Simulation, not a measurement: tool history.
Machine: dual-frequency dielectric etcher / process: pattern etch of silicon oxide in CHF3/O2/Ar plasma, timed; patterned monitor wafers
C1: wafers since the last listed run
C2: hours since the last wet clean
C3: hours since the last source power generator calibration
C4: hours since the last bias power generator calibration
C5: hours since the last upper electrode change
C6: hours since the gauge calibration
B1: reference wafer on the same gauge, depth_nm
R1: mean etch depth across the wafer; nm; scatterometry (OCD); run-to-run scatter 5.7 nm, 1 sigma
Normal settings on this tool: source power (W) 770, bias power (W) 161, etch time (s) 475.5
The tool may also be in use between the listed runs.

Run 1, hour 0: usual settings; C1 0; C2 402.1; C3 1139.4; C4 4066.4; C5 2094.6; C6 1012.7; B1 1090.3. Result: R1 1063.7 nm.
At hour 29.9: wet clean of the chamber.
Run 2, hour 30.4: usual settings; C1 22; C2 0.5; C3 1169.8; C4 4096.8; C5 2125; C6 1043.1; B1 1089.5. Result: R1 1035.4 nm.
At hour 42.5: gauge calibrated.
At hour 72.7: upper electrode replaced.
Run 3, hour 73.2: usual settings; C1 65; C2 43.3; C3 1212.6; C4 4139.6; C5 0.5; C6 30.7; B1 1090.6. Result: R1 1039.7 nm.
Run 4, hour 73.7: usual settings; C1 1; C2 43.8; C3 1213.1; C4 4140.1; C5 1; C6 31.2; B1 1091.2. Result: R1 1034.9 nm.
Run 5, hour 80.3: usual settings; C1 22; C2 50.4; C3 1219.7; C4 4146.7; C5 7.6; C6 37.8; B1 1090.7. Result: R1 1035.1 nm.
Run 6, hour 99.6: usual settings; C1 67; C2 69.7; C3 1239; C4 4166; C5 26.9; C6 57.1; B1 1090.5. Result: R1 1039 nm.
Run 7, hour 114: usual settings; C1 50; C2 84.1; C3 1253.4; C4 4180.4; C5 41.3; C6 71.5; B1 1089.9. Result: R1 1050.8 nm.
Run 8, hour 143.2: usual settings; C1 101; C2 113.3; C3 1282.6; C4 4209.6; C5 70.5; C6 100.7; B1 1091.8. Result: R1 1038 nm.
Run 9, hour 173.4: usual settings; C1 105; C2 143.5; C3 1312.8; C4 4239.8; C5 100.7; C6 130.9; B1 1089.7. Result: R1 1047.1 nm.
Run 10, hour 186.4: usual settings but bias power (W) 139; C1 45; C2 156.5; C3 1325.8; C4 4252.8; C5 113.7; C6 143.9; B1 1088.4. Result: R1 985.3 nm.
Run 11, hour 221.6: usual settings; C1 122; C2 191.7; C3 1361; C4 4288; C5 148.9; C6 179.1; B1 1090.4. Result: R1 1041.9 nm.
Run 12, hour 246.3: usual settings but bias power (W) 197; C1 85; C2 216.4; C3 1385.7; C4 4312.7; C5 173.6; C6 203.8; B1 1089.7. Result: R1 1139.3 nm.
Run 13, hour 259.6: usual settings but source power (W) 590, etch time (s) 357; C1 46; C2 229.7; C3 1399; C4 4326; C5 186.9; C6 217.1; B1 1090. Result: R1 738.8 nm.
Run 14, hour 287: usual settings but source power (W) 670, etch time (s) 535.5; C1 95; C2 257.1; C3 1426.4; C4 4353.4; C5 214.3; C6 244.5; B1 1088. Result: R1 1142 nm.
Run 15, hour 321: usual settings but source power (W) 890, bias power (W) 174, etch time (s) 570; C1 118; C2 291.1; C3 1460.4; C4 4387.4; C5 248.3; C6 278.5; B1 1088.9. Result: R1 1352.5 nm.
Run 16, hour 352.5: usual settings but source power (W) 590; C1 109; C2 322.6; C3 1491.9; C4 4418.9; C5 279.8; C6 310; B1 1092.1. Result: R1 987.9 nm.
At hour 364.1: bias power generator calibrated.
Run 17, hour 366: usual settings but etch time (s) 597; C1 33; C2 336.1; C3 1505.4; C4 1.9; C5 293.3; C6 323.5; B1 1089.3. Result: R1 1334.5 nm.
Run 18, hour 386: usual settings but source power (W) 910; C1 69; C2 356.1; C3 1525.4; C4 21.9; C5 313.3; C6 343.5; B1 1089. Result: R1 1105.6 nm.
Run 19, hour 398.6: usual settings but source power (W) 680; C1 43; C2 368.7; C3 1538; C4 34.5; C5 325.9; C6 356.1; B1 1090.7. Result: R1 1038.5 nm.
At hour 433.1: wet clean of the chamber.
Run 20, hour 433.6: usual settings; C1 38; C2 0.5; C3 1573; C4 69.5; C5 360.9; C6 391.1; B1 1090.2. Result: R1 1037.4 nm.
Run 21, hour 435.3: usual settings but bias power (W) 125; C1 5; C2 2.2; C3 1574.7; C4 71.2; C5 362.6; C6 392.8; B1 1089.3. Result: R1 950 nm.
Run 22, hour 457.9: usual settings; C1 78; C2 24.8; C3 1597.3; C4 93.8; C5 385.2; C6 415.4; B1 1091.1. Result: R1 1021.2 nm.

For run 23, what comes out?
At hour 468: source power generator calibrated.
Run 23, hour 479.3: usual settings; C1 60; C2 46.2; C3 11.3; C4 115.2; C5 406.6; C6 436.8; B1 ?. Result: R1 ?.

For run 23 the tool returned B1 1088.2, R1 1020.3 nm.
On a tool with no hidden condition, and with the same random variation, this run would have come out at R1 1018.2 nm.

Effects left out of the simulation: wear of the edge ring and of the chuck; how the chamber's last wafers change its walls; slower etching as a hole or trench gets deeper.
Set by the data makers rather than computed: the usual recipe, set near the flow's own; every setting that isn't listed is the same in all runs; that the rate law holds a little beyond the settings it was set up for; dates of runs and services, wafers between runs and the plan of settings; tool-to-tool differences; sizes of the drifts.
